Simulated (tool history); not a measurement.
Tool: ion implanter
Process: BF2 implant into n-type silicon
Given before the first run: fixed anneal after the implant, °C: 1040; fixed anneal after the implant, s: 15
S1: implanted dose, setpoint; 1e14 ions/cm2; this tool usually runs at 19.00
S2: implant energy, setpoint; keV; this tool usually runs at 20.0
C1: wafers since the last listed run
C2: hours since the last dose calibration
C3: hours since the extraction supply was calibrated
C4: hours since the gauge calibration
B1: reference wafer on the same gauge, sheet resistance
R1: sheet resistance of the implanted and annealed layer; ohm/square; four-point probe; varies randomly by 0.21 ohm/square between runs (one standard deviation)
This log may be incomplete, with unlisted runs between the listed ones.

run,day,S1,S2,C1,C2,C3,C4,B1,R1
1,0.000,19.00,20.0,0,131.5,2682.2,280.5,148.99,137.19
2,3.367,19.00,20.0,1056,212.3,2763.0,361.3,149.06,137.58
3,5.658,19.00,20.0,718,267.3,2818.0,416.3,149.04,137.33
4,7.462,19.00,23.5,565,310.6,2861.3,459.6,148.96,129.15
5,9.588,19.00,23.5,666,361.6,2912.3,510.6,149.02,129.66
6,13.688,19.00,23.5,1286,460.0,3010.7,609.0,148.99,129.41
7,15.838,19.00,20.0,674,511.6,3062.3,660.6,149.01,137.66
# day 17.862: extraction supply calibrated
8,20.171,19.00,20.0,1254,615.6,55.4,764.6,149.00,137.79
9,22.946,23.16,16.0,870,682.2,122.0,831.2,148.95,145.74
# day 24.254: Faraday cup replaced and dose calibrated
10,27.208,14.54,16.5,1232,70.9,224.3,933.5,148.98,153.56
11,29.317,23.46,26.0,661,121.5,274.9,984.1,149.02,120.98
# day 30.533: gauge calibrated
12,30.946,23.66,18.0,511,160.6,314.0,9.9,148.96,138.96
13,32.667,14.76,15.5,539,201.9,355.3,51.2,149.01,156.46
14,35.538,23.16,26.0,900,270.8,424.2,120.1,149.01,121.37
15,37.142,19.00,20.0,503,309.3,462.7,158.6,149.06,137.51
16,40.179,19.00,15.5,952,382.2,535.6,231.5,148.98,150.25
17,41.704,19.00,14.0,478,418.8,572.2,268.1,148.98,154.86

Consider 5 possible next runs. They are alternatives, not a sequence: every one starts from the tool as it was left by run 17. What does each give?
A,41.721,24.47,20.0,5,419.2,572.6,268.5,?,?
B,41.721,19.00,13.0,5,419.2,572.6,268.5,?,?
C,41.721,15.47,16.5,5,419.2,572.6,268.5,?,?
D,41.721,17.28,15.0,5,419.2,572.6,268.5,?,?
E,41.721,16.21,15.0,5,419.2,572.6,268.5,?,?

run,B1,R1
A,149.02,133.57
B,149.02,157.69
C,149.02,152.07
D,149.02,153.33
E,149.02,155.10
What these runs would have given with no unlogged condition in the tool:
run,R1
A,133.20
B,157.00
C,150.86
D,152.42
E,154.02
